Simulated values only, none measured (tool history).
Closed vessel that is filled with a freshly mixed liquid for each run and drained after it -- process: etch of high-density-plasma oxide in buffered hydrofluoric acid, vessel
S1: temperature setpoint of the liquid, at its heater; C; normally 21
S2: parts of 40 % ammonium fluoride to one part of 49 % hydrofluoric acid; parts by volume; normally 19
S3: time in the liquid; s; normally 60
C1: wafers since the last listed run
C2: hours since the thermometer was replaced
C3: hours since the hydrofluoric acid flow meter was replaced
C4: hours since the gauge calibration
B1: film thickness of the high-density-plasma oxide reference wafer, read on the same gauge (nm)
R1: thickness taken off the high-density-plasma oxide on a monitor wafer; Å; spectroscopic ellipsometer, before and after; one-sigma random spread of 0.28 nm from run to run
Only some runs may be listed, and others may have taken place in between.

run,hour,S1,S2,S3,C1,C2,C3,C4,B1,R1
1,0,21,19,60,0,387.6,1145.2,288.2,89.99,442.1
2,51.9,21,19,60,6614,439.5,1197.1,340.1,90,447.6
3,109.8,21,19,60,7379,497.4,1255,398,89.97,443.6
4,148.6,21,19,85,4945,536.2,1293.8,436.8,90,633.2
# hour 159.7: thermometer replaced
5,175.6,21,19,85,3313,15.9,1320.8,463.8,90,600.3
6,201,21,19,60,3237,41.3,1346.2,489.2,89.98,423
7,244,21,19,60,5480,84.3,1389.2,532.2,90.01,428.9
8,358.3,21,19,60,14567,198.6,1503.5,646.5,90,428.2
9,422,21,19,60,8118,262.3,1567.2,710.2,89.96,436.9
10,478.9,21,19,60,7251,319.2,1624.1,767.1,89.99,438.3
11,537.4,21,19,60,7455,377.7,1682.6,825.6,90.04,447.6
12,570.7,21,19,60,4244,411,1715.9,858.9,89.97,443.8
13,623.4,21,19,60,6716,463.7,1768.6,911.6,90,446.6
# hour 663.9: hydrofluoric acid flow meter replaced
14,670.2,21,19,60,5837,510.5,6.3,958.4,89.99,432.7
15,709.3,21,19,60,4983,549.6,45.4,997.5,89.97,435.8
16,779.7,21,19,60,8972,620,115.8,1067.9,90.04,444.5
# hour 786.4: thermometer replaced
17,826.1,21,19,95,5786,39.7,162.2,1114.3,89.99,652.4
18,879.9,21,19,90,6856,93.5,216,1168.1,89.99,630.8
19,926,21,25,85,5875,139.6,262.1,1214.2,90.02,484.7
20,991.1,21,24,85,8297,204.7,327.2,1279.3,89.97,502.8
21,1047.3,24,22.5,60,7162,260.9,383.4,1335.5,89.99,442.1
22,1083.2,21,19,60,4575,296.8,419.3,1371.4,90.02,427
23,1140,21,15,60,7239,353.6,476.1,1428.2,90,546
24,1165.6,21,24.5,35,3262,379.2,501.7,1453.8,89.98,207
25,1200.3,19.5,13.5,85,4422,413.9,536.4,1488.5,89.98,781.9
26,1263.9,19,23,40,8105,477.5,600,1552.1,89.98,222.9
27,1305,25,24.5,85,5238,518.6,641.1,1593.2,89.98,635.6
# hour 1348: gauge calibrated
28,1371,24.5,21.5,45,8411,584.6,707.1,23,90.01,364.1
# hour 1412.8: thermometer replaced
29,1503.7,21,19,60,16785,90.9,839.8,155.7,89.97,431.2
30,1571.1,18.5,19,60,8590,158.3,907.2,223.1,90.03,371.2
31,1642.4,23.5,12.5,60,9087,229.6,978.5,294.4,90.02,748.8
32,1687.6,21,19,85,5760,274.8,1023.7,339.6,90.01,619.9

Here are 3 independent what-if runs from the current tool condition. What would each one return?
A,1688.3,21,11.5,60,89,275.5,1024.4,340.3,?,?
B,1688.3,17,12.5,30,89,275.5,1024.4,340.3,?,?
C,1688.3,23.5,19,60,89,275.5,1024.4,340.3,?,?

run,B1,R1
A,90.03,715.7
B,90.03,263.6
C,90.03,501.6
Take away the tool's hidden state, keep each run's random variation, and the runs would have read:
run,R1
A,670.6
B,246.6
C,470.2

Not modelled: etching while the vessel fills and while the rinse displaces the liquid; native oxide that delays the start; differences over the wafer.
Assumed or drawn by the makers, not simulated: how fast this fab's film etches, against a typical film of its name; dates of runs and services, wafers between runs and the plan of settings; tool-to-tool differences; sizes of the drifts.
